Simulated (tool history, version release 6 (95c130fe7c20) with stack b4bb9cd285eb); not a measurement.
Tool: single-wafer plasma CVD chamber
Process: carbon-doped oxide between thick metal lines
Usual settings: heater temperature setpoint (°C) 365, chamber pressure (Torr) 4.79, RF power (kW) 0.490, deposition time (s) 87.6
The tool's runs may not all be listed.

run,day,heater temperature setpoint (°C),chamber pressure (Torr),RF power (kW),deposition time (s),wafers since the last listed run,hours since the last thermocouple change,hours since the last RF generator calibration,hours since the last manometer calibration,hours since the showerhead was replaced,hours since the gauge calibration,"read-back reference wafer on the same gauge, thickness_nm",mean film thickness on the monitor wafer (nm)
1,0.000,365,4.79,0.490,87.6,0,828.8,498.5,1963.1,4384.1,155.3,470.073,434.582
2,10.071,365,5.65,0.490,87.6,3879,1070.5,740.2,2204.8,4625.8,397.0,467.855,437.180
3,12.167,365,4.79,0.490,87.6,807,1120.8,790.5,2255.1,4676.1,447.3,467.385,432.745
4,13.838,365,4.79,0.490,87.6,643,1160.9,830.6,2295.2,4716.2,487.4,466.725,431.081
5,17.758,373,4.79,0.490,77.1,1510,1255.0,924.7,2389.3,4810.3,581.5,466.409,373.132
# day 23.083: RF generator calibrated
# day 23.192: capacitance manometer re-zeroed and calibrated
# day 24.550: showerhead replaced
# day 27.579: gauge calibrated
6,28.621,373,4.79,0.490,77.1,3886,1515.7,132.9,130.3,97.7,25.0,469.887,376.043
7,31.458,365,4.79,0.490,87.6,1093,1583.8,201.0,198.4,165.8,93.1,469.385,432.858
8,35.554,365,4.79,0.490,87.6,1577,1682.1,299.3,296.7,264.1,191.4,468.393,434.464
9,37.633,365,3.64,0.395,103.7,800,1732.0,349.2,346.6,314.0,241.3,468.133,439.708
# day 40.396: thermocouple changed; heater temperature recalibrated
10,41.812,365,3.63,0.555,87.6,1481,34.0,449.5,446.9,414.3,341.6,467.259,452.094
11,44.842,365,4.79,0.490,104.4,1166,106.7,522.2,519.6,487.0,414.3,466.356,514.071
12,46.767,353,5.40,0.545,87.6,741,152.9,568.4,565.8,533.2,460.5,466.047,473.766
13,50.225,369,4.17,0.490,94.8,1332,235.9,651.4,648.8,616.2,543.5,465.361,457.306
14,53.812,359,4.79,0.490,87.6,1382,322.0,737.5,734.9,702.3,629.6,464.581,436.915
15,56.092,365,4.79,0.490,87.6,878,376.7,792.2,789.6,757.0,684.3,464.025,429.586

3 ways to go on from here, each from the tool as it stands after run 15. What would each give?
A,56.108,365,4.79,0.490,87.6,6,377.1,792.6,790.0,757.4,684.7,?,?
B,56.108,358,3.88,0.435,87.6,6,377.1,792.6,790.0,757.4,684.7,?,?
C,56.108,373,4.79,0.415,87.6,6,377.1,792.6,790.0,757.4,684.7,?,?

run,"read-back reference wafer on the same gauge, thickness_nm",mean film thickness on the monitor wafer (nm)
A,464.193,429.141
B,464.193,401.577
C,464.193,382.992
Without the tool's hidden state the same runs would have given:
run,mean film thickness on the monitor wafer (nm)
A,435.583
B,407.606
C,388.741
